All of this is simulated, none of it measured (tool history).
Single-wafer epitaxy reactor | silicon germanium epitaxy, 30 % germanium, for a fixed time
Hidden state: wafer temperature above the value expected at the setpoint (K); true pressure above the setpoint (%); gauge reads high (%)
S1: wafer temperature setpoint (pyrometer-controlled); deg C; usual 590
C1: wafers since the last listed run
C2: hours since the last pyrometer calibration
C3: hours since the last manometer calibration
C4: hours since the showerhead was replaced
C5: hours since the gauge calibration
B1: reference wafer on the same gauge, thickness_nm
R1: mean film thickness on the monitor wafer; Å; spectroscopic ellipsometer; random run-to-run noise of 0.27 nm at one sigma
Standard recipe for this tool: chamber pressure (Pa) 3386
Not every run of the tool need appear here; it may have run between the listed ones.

{"run": 1, "hour": 0.0, "S1": 590, "chamber pressure (Pa)": 3386, "C1": 0, "C2": 791.9, "C3": 1193.8, "C4": 8115.0, "C5": 249.1, "B1": 50.227, "R1": 502.68}
{"run": 2, "hour": 53.6, "S1": 590, "chamber pressure (Pa)": 3386, "C1": 963, "C2": 845.5, "C3": 1247.4, "C4": 8168.6, "C5": 302.7, "B1": 50.241, "R1": 498.59}
{"run": 3, "hour": 77.9, "S1": 590, "chamber pressure (Pa)": 3386, "C1": 436, "C2": 869.8, "C3": 1271.7, "C4": 8192.9, "C5": 327.0, "B1": 50.361, "R1": 497.02}
{"run": 4, "hour": 106.4, "S1": 590, "chamber pressure (Pa)": 3386, "C1": 512, "C2": 898.3, "C3": 1300.2, "C4": 8221.4, "C5": 355.5, "B1": 50.311, "R1": 497.12}
{"run": 5, "hour": 138.2, "S1": 590, "chamber pressure (Pa)": 3386, "C1": 571, "C2": 930.1, "C3": 1332.0, "C4": 8253.2, "C5": 387.3, "B1": 50.335, "R1": 495.17}
{"run": 6, "hour": 160.3, "S1": 590, "chamber pressure (Pa)": 3386, "C1": 397, "C2": 952.2, "C3": 1354.1, "C4": 8275.3, "C5": 409.4, "B1": 50.2, "R1": 499.26}
{"run": 7, "hour": 177.7, "S1": 590, "chamber pressure (Pa)": 3386, "C1": 312, "C2": 969.6, "C3": 1371.5, "C4": 8292.7, "C5": 426.8, "B1": 50.352, "R1": 497.74}
{"run": 8, "hour": 210.8, "S1": 580, "chamber pressure (Pa)": 3386, "C1": 595, "C2": 1002.7, "C3": 1404.6, "C4": 8325.8, "C5": 459.9, "B1": 50.393, "R1": 418.78}
{"run": 9, "hour": 237.9, "S1": 590, "chamber pressure (Pa)": 3386, "C1": 487, "C2": 1029.8, "C3": 1431.7, "C4": 8352.9, "C5": 487.0, "B1": 50.388, "R1": 494.0}
{"run": 10, "hour": 254.7, "S1": 590, "chamber pressure (Pa)": 3386, "C1": 302, "C2": 1046.6, "C3": 1448.5, "C4": 8369.7, "C5": 503.8, "B1": 50.334, "R1": 499.03}
{"run": 11, "hour": 280.1, "S1": 590, "chamber pressure (Pa)": 3386, "C1": 456, "C2": 1072.0, "C3": 1473.9, "C4": 8395.1, "C5": 529.2, "B1": 50.19, "R1": 495.9}
{"run": 12, "hour": 296.5, "S1": 597, "chamber pressure (Pa)": 3386, "C1": 294, "C2": 1088.4, "C3": 1490.3, "C4": 8411.5, "C5": 545.6, "B1": 50.321, "R1": 558.35}
{"run": 13, "hour": 323.4, "S1": 597, "chamber pressure (Pa)": 3386, "C1": 483, "C2": 1115.3, "C3": 1517.2, "C4": 8438.4, "C5": 572.5, "B1": 50.227, "R1": 554.22}
{"run": 14, "hour": 387.3, "S1": 590, "chamber pressure (Pa)": 3386, "C1": 1149, "C2": 1179.2, "C3": 1581.1, "C4": 8502.3, "C5": 636.4, "B1": 50.302, "R1": 494.74}
{"run": 15, "hour": 409.1, "S1": 590, "chamber pressure (Pa)": 3386, "C1": 391, "C2": 1201.0, "C3": 1602.9, "C4": 8524.1, "C5": 658.2, "B1": 50.373, "R1": 491.32}
{"run": 16, "hour": 432.7, "S1": 590, "chamber pressure (Pa)": 3386, "C1": 424, "C2": 1224.6, "C3": 1626.5, "C4": 8547.7, "C5": 681.8, "B1": 50.314, "R1": 498.45}
{"run": 17, "hour": 448.8, "S1": 590, "chamber pressure (Pa)": 3386, "C1": 289, "C2": 1240.7, "C3": 1642.6, "C4": 8563.8, "C5": 697.9, "B1": 50.295, "R1": 493.71}
{"hour": 465.5, "done": "pyrometer calibrated"}
{"run": 18, "hour": 470.7, "S1": 581, "chamber pressure (Pa)": 2986, "C1": 249, "C2": 5.2, "C3": 1664.5, "C4": 8585.7, "C5": 719.8, "B1": 50.125, "R1": 433.92}
{"run": 19, "hour": 486.3, "S1": 585, "chamber pressure (Pa)": 4026, "C1": 280, "C2": 20.8, "C3": 1680.1, "C4": 8601.3, "C5": 735.4, "B1": 50.207, "R1": 526.99}
{"hour": 511.5, "done": "showerhead replaced"}
{"run": 20, "hour": 521.0, "S1": 594, "chamber pressure (Pa)": 2920, "C1": 480, "C2": 55.5, "C3": 1714.8, "C4": 9.5, "C5": 770.1, "B1": 50.274, "R1": 524.57}
{"run": 21, "hour": 544.0, "S1": 601, "chamber pressure (Pa)": 3133, "C1": 413, "C2": 78.5, "C3": 1737.8, "C4": 32.5, "C5": 793.1, "B1": 50.291, "R1": 603.1}
{"hour": 552.4, "done": "gauge calibrated"}
{"run": 22, "hour": 556.5, "S1": 583, "chamber pressure (Pa)": 2666, "C1": 224, "C2": 91.0, "C3": 1750.3, "C4": 45.0, "C5": 4.1, "B1": 50.259, "R1": 421.35}
{"hour": 590.1, "done": "capacitance manometer re-zeroed and calibrated"}
{"run": 23, "hour": 590.6, "S1": 579, "chamber pressure (Pa)": 3640, "C1": 469, "C2": 125.1, "C3": 0.5, "C4": 79.1, "C5": 38.2, "B1": 50.227, "R1": 445.79}
{"run": 24, "hour": 607.8, "S1": 590, "chamber pressure (Pa)": 2600, "C1": 309, "C2": 142.3, "C3": 17.7, "C4": 96.3, "C5": 55.4, "B1": 50.331, "R1": 462.61}
{"run": 25, "hour": 623.8, "S1": 590, "chamber pressure (Pa)": 3386, "C1": 287, "C2": 158.3, "C3": 33.7, "C4": 112.3, "C5": 71.4, "B1": 50.374, "R1": 514.51}
{"run": 26, "hour": 643.5, "S1": 576, "chamber pressure (Pa)": 4213, "C1": 354, "C2": 178.0, "C3": 53.4, "C4": 132.0, "C5": 91.1, "B1": 50.367, "R1": 448.5}
{"run": 27, "hour": 669.2, "S1": 598, "chamber pressure (Pa)": 3600, "C1": 462, "C2": 203.7, "C3": 79.1, "C4": 157.7, "C5": 116.8, "B1": 50.354, "R1": 608.32}
{"run": 28, "hour": 684.8, "S1": 577, "chamber pressure (Pa)": 3053, "C1": 280, "C2": 219.3, "C3": 94.7, "C4": 173.3, "C5": 132.4, "B1": 50.283, "R1": 393.66}
{"run": 29, "hour": 712.0, "S1": 581, "chamber pressure (Pa)": 3386, "C1": 489, "C2": 246.5, "C3": 121.9, "C4": 200.5, "C5": 159.6, "B1": 50.349, "R1": 436.9}
{"run": 30, "hour": 726.6, "S1": 590, "chamber pressure (Pa)": 3386, "C1": 262, "C2": 261.1, "C3": 136.5, "C4": 215.1, "C5": 174.2, "B1": 50.313, "R1": 515.87}
{"run": 31, "hour": 757.2, "S1": 598, "chamber pressure (Pa)": 3386, "C1": 550, "C2": 291.7, "C3": 167.1, "C4": 245.7, "C5": 204.8, "B1": 50.402, "R1": 583.01}
{"run": 32, "hour": 785.9, "S1": 590, "chamber pressure (Pa)": 3600, "C1": 516, "C2": 320.4, "C3": 195.8, "C4": 274.4, "C5": 233.5, "B1": 50.328, "R1": 516.45}
{"run": 33, "hour": 820.1, "S1": 597, "chamber pressure (Pa)": 3840, "C1": 614, "C2": 354.6, "C3": 230.0, "C4": 308.6, "C5": 267.7, "B1": 50.455, "R1": 601.02}
{"run": 34, "hour": 834.0, "S1": 603, "chamber pressure (Pa)": 3386, "C1": 249, "C2": 368.5, "C3": 243.9, "C4": 322.5, "C5": 281.6, "B1": 50.284, "R1": 622.78}
{"run": 35, "hour": 865.3, "S1": 590, "chamber pressure (Pa)": 3386, "C1": 562, "C2": 399.8, "C3": 275.2, "C4": 353.8, "C5": 312.9, "B1": 50.252, "R1": 506.34}

Across each entry between runs, compare the hidden state at the last listed run before it with the hidden state at the first listed run after it:
In the gap between runs 17 and 18: pyrometer calibrated (hour 465.5)
  wafer temperature above the value expected at the setpoint (K): -4.39 -> 0.0676
  difference, measured minus the result without the unlogged condition, R1: -37.11 -> +0.49 Å
In the gap between runs 19 and 20: showerhead replaced (hour 511.5)
  wafer temperature above the value expected at the setpoint (K): -0.118 -> -0.509
  difference, measured minus the result without the unlogged condition, R1: -1.03 -> -4.38 Å
In the gap between runs 21 and 22: gauge calibrated (hour 552.4)
  wafer temperature above the value expected at the setpoint (K): -0.751 -> -0.878
  difference, measured minus the result without the unlogged condition, R1: -7.34 -> -6.22 Å
In the gap between runs 22 and 23: capacitance manometer re-zeroed and calibrated (hour 590.1)
  wafer temperature above the value expected at the setpoint (K): -0.878 -> -1.21
  difference, measured minus the result without the unlogged condition, R1: -6.22 -> -9.14 Å
